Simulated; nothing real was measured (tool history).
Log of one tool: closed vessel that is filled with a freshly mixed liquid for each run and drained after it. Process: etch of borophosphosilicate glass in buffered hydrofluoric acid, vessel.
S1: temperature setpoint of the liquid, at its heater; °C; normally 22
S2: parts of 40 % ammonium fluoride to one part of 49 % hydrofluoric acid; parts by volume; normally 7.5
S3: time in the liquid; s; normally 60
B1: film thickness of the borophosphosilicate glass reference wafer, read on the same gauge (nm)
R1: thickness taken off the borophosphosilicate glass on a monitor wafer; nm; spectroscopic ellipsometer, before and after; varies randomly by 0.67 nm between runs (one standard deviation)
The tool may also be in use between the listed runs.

| run | hour | S1 | S2 | S3 | B1 | R1 |
|---|---|---|---|---|---|---|
| 1 | 0 | 22 | 7.5 | 60 | 90.02 | 110.8 |
| 2 | 41.7 | 22 | 7.5 | 60 | 90 | 110.5 |
| 3 | 109.5 | 22 | 7.5 | 60 | 89.99 | 111.83 |
| 4 | 138.4 | 22 | 7.5 | 60 | 90.01 | 110.62 |
| 5 | 182.5 | 22 | 7.5 | 60 | 90.03 | 109.9 |
| 6 | 226.1 | 22 | 7.5 | 60 | 90 | 109.96 |
| 7 | 286.9 | 22 | 7.5 | 60 | 90.01 | 107.97 |
| 8 | 358.9 | 22 | 7.5 | 60 | 90 | 116.95 |
| 9 | 424.7 | 22 | 7.5 | 60 | 89.99 | 115.9 |
| 10 | 469.7 | 22 | 6.5 | 60 | 90 | 133.79 |
| 11 | 651 | 22 | 6.5 | 60 | 89.97 | 133 |
| 12 | 715 | 22 | 6.5 | 60 | 89.99 | 132.36 |
| 13 | 772.2 | 22 | 7.5 | 60 | 90 | 113.71 |
| 14 | 834.6 | 26.5 | 7.5 | 80 | 89.98 | 192.87 |
| 15 | 886.2 | 22 | 7.5 | 60 | 90.01 | 112.51 |
| 16 | 923 | 22 | 7.5 | 40 | 90.01 | 73.94 |
| 17 | 1121.7 | 22 | 7.5 | 60 | 90.02 | 111.13 |
| 18 | 1156.3 | 22 | 7.5 | 30 | 89.98 | 54.93 |
| 19 | 1212.7 | 20.5 | 6 | 30 | 90 | 62.92 |
| 20 | 1283.4 | 26 | 9.5 | 75 | 90 | 137.57 |
| 21 | 1311.2 | 22 | 7.5 | 80 | 90.02 | 145.79 |
| 22 | 1359.3 | 22 | 7.5 | 60 | 90 | 116.61 |
| 23 | 1405.9 | 22 | 6.5 | 60 | 90.01 | 134.25 |
| 24 | 1477.8 | 26.5 | 6 | 45 | 90.01 | 137.2 |
| 25 | 1541.4 | 23.5 | 10 | 60 | 89.98 | 95.72 |
| 26 | 1569.2 | 22 | 6.5 | 60 | 90 | 132.35 |
| 27 | 1632.1 | 26 | 7.5 | 60 | 89.98 | 141.12 |
| 28 | 1665.6 | 22 | 9.5 | 85 | 89.98 | 130.2 |
| 29 | 1716.9 | 22 | 7.5 | 60 | 90 | 115.67 |
| 30 | 1752 | 26.5 | 6 | 30 | 90.02 | 90.12 |
| 31 | 1810.5 | 26 | 7.5 | 30 | 90.01 | 70.7 |

Missing from the log above: 4 entries noted between runs. For each, name the pair of listed runs it sits between and say how the tool's hidden condition differs from the listed run just before to the listed run just after:
Runs 7 to 8: hydrofluoric acid flow meter replaced (hour 327.1)
  hydrofluoric acid flow below the setpoint (%): 5.74 -> 0.523
  measured less the result without the state, R1: -7.22 -> -0.67 nm
Runs 19 to 20: gauge calibrated (hour 1231.3)
  hydrofluoric acid flow below the setpoint (%): 5 -> 5.37
  measured less the result without the state, R1: -2.93 -> -5.11 nm
Runs 20 to 21: thermometer replaced (hour 1307.8)
  hydrofluoric acid flow below the setpoint (%): 5.37 -> 5.51
  measured less the result without the state, R1: -5.11 -> -9.34 nm
Runs 21 to 22: hydrofluoric acid flow meter replaced (hour 1318.5)
  hydrofluoric acid flow below the setpoint (%): 5.51 -> 0.22
  measured less the result without the state, R1: -9.34 -> -0.29 nm

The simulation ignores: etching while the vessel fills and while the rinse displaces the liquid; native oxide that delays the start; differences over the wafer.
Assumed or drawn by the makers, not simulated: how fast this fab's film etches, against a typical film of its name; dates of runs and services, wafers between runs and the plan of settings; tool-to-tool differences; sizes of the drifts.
